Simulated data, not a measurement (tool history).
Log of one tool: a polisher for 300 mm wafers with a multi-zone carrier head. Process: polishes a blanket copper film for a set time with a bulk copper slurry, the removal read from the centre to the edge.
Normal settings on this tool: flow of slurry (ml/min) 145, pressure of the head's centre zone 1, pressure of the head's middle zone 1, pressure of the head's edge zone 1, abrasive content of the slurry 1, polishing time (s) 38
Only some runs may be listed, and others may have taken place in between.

| run | hour | flow of slurry (ml/min) | pressure of the head's centre zone | pressure of the head's middle zone | pressure of the head's edge zone | abrasive content of the slurry | polishing time (s) | incoming thickness of the incoming film, nm | film removed at the wafer's centre (nm) | film removed at mid-radius (nm) | film removed at the wafer's edge (nm) |
|---|---|---|---|---|---|---|---|---|---|---|---|
| 1 | 0 | 145 | 1 | 1 | 1 | 1 | 38 | 3449.7 | 341.1 | 331.2 | 344.1 |
| 2 | 32.4 | 145 | 1 | 1 | 1 | 1 | 38 | 3443.2 | 340.7 | 333.6 | 350.8 |
|  | 45.4 | worn pad replaced by a new one |
| 3 | 62.4 | 145 | 1 | 1 | 1 | 1 | 38 | 3453.3 | 330.7 | 326.5 | 346.1 |
| 4 | 76.2 | 145 | 1 | 1 | 1 | 1 | 38 | 3446.4 | 336.4 | 337.8 | 345.8 |
| 5 | 105.5 | 145 | 1 | 1 | 1 | 1 | 38 | 3396.1 | 342.3 | 326.2 | 339.6 |
| 6 | 136.7 | 145 | 1 | 1 | 1 | 1 | 38 | 3421.7 | 342.2 | 328.5 | 344.6 |
| 7 | 155.5 | 145 | 1.09 | 1 | 1 | 1 | 38 | 3430.1 | 373 | 323.1 | 339.8 |
|  | 176.7 | worn pad replaced by a new one |
| 8 | 177.2 | 145 | 1.09 | 1 | 1 | 1 | 38 | 3410.5 | 373.5 | 319.8 | 339.4 |
|  | 198.8 | edge zone pressure recalibrated |
|  | 201.4 | centre zone pressure recalibrated |
|  | 204.9 | carrier head's membrane replaced by a new one |
|  | 205.5 | slurry nozzle cleaned |
| 9 | 206 | 155 | 1 | 1 | 1.03 | 1 | 38 | 3451.5 | 379 | 372.8 | 382 |
| 10 | 239.5 | 155 | 1 | 1 | 1.03 | 1 | 38 | 3403.5 | 381.1 | 363.3 | 383.4 |
| 11 | 264.8 | 145 | 1 | 0.9 | 1 | 0.75 | 38 | 3486.5 | 336.5 | 314.5 | 348.3 |
| 12 | 286.4 | 145 | 1 | 1 | 1 | 0.85 | 38 | 3422.7 | 354.7 | 348.6 | 356.9 |
|  | 296 | worn pad replaced by a new one |
| 13 | 316.2 | 145 | 0.95 | 1.05 | 1 | 1 | 34 | 3399.8 | 299.8 | 334.2 | 328.3 |
| 14 | 345.9 | 145 | 0.9 | 1 | 1.11 | 1 | 38 | 3357 | 315.2 | 355.1 | 376 |
| 15 | 404.6 | 165 | 1 | 0.89 | 1 | 1.2 | 50 | 3443.5 | 489 | 444.5 | 498.4 |
| 16 | 417.1 | 100 | 1 | 1.06 | 1 | 1 | 46 | 3485.3 | 364.4 | 401.3 | 403.1 |
|  | 431.3 | worn pad replaced by a new one |
| 17 | 439.7 | 145 | 1 | 1 | 1 | 1 | 38 | 3442.5 | 343.8 | 350.2 | 358 |

Forecast run 18:
| 18 | 455.1 | 130 | 1.05 | 1 | 1 | 1 | 28 | 3392.2 | ? | ? | ? |

Run 18 came out at film removed at the wafer's centre (nm) 258.3, film removed at mid-radius (nm) 247.7, film removed at the wafer's edge (nm) 257.9.
Had the tool carried no hidden state, the very same run would have given film removed at the wafer's centre (nm) 277.4, film removed at mid-radius (nm) 267.5, film removed at the wafer's edge (nm) 271.9.

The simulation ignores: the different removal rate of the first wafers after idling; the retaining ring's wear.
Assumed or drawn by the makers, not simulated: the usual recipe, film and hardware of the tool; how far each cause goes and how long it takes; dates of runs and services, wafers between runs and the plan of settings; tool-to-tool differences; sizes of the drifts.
